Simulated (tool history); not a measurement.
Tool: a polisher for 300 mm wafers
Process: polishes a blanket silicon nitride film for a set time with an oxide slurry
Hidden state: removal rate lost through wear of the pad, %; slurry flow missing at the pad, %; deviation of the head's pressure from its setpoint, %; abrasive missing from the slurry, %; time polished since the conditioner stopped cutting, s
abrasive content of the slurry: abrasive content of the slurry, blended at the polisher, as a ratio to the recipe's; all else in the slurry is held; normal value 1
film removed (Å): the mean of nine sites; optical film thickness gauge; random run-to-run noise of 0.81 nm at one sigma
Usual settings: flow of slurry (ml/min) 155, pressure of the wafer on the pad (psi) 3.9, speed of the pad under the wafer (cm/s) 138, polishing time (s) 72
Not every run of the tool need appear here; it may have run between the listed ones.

run,hour,flow of slurry (ml/min),pressure of the wafer on the pad (psi),speed of the pad under the wafer (cm/s),abrasive content of the slurry,polishing time (s),wafers since the last listed run,wafers polished on this pad,hours since the slurry nozzle was cleaned,hours since the head pressure was calibrated,hours since the slurry blender was calibrated,hours since the conditioning disc was replaced,"incoming thickness of the incoming film, nm",film removed (Å)
1,0,155,3.9,138,1,91,0,1876,322.7,335.5,416.6,97.9,395.6,858
2,78.6,155,3.9,138,1,91,456,2332,401.3,414.1,495.2,176.5,390.3,874
# hour 132.6: slurry blender recalibrated
# hour 149.1: worn pad replaced by a new one
3,193,155,3.9,138,1.1,72,629,254,515.7,528.5,60.4,290.9,382,694
# hour 204.4: head pressure recalibrated
# hour 235.4: slurry nozzle cleaned
4,269.2,155,3.9,138,1.1,72,425,679,33.8,64.8,136.6,367.1,388.1,693
5,322.1,155,3.9,138,1.1,72,307,986,86.7,117.7,189.5,420,386.4,694
6,403.7,125,3.9,138,1,72,473,1460,168.3,199.3,271.1,501.6,387,639
7,494.5,125,3.9,138,1,72,527,1988,259.1,290.1,361.9,592.4,385.8,648
# hour 503.3: conditioning disc replaced and pad reconditioned
8,557.6,120,3.2,110,1,80,354,2342,322.2,353.2,425,54.3,396.9,514
# hour 591.9: slurry blender recalibrated
9,604.1,175,3.9,138,1,72,258,2601,368.7,399.7,12.2,100.8,387.8,686
# hour 624.1: worn pad replaced by a new one
10,648,155,4.5,138,1,64,231,138,412.6,443.6,56.1,144.7,390.4,687
# hour 665.9: head pressure recalibrated
11,743.4,155,3.9,138,1,72,542,680,508,77.5,151.5,240.1,397.9,666
# hour 808.4: slurry nozzle cleaned
12,848.1,155,2.8,138,1,72,602,1283,39.7,182.2,256.2,344.8,389.1,493
13,950,155,3.9,160,1,89,591,1874,141.6,284.1,358.1,446.7,392.9,898
14,1031.7,155,3.9,138,1.15,72,474,2349,223.3,365.8,439.8,528.4,383.5,709
# hour 1036.7: conditioning disc replaced and pad reconditioned
15,1090.9,155,3.9,138,1.25,72,332,2681,282.5,425,499,54.2,388.2,719
# hour 1185.6: slurry blender recalibrated
16,1193.3,120,3.9,138,1,72,582,3264,384.9,527.4,7.7,156.6,399,626
# hour 1223.3: worn pad replaced by a new one
17,1264.1,155,3.9,138,1.1,72,387,237,455.7,598.2,78.5,227.4,390.4,694
# hour 1268.2: head pressure recalibrated
18,1322.7,205,3.1,138,1,72,328,565,514.3,54.5,137.1,286,389.2,567
# hour 1359.3: slurry nozzle cleaned
19,1382.2,195,3.9,138,1,72,339,905,22.9,114,196.6,345.5,388.2,696
20,1469.7,155,3.9,138,1,72,508,1413,110.4,201.5,284.1,433,397,676

The next listed run, before its measurement:
21,1574.1,175,3.1,138,1.3,72,606,2019,214.8,305.9,388.5,537.4,392.5,?

{"run 21": {"film removed (Å)": 591}}
Without the tool's hidden state the same run would have given film removed (Å) 591.

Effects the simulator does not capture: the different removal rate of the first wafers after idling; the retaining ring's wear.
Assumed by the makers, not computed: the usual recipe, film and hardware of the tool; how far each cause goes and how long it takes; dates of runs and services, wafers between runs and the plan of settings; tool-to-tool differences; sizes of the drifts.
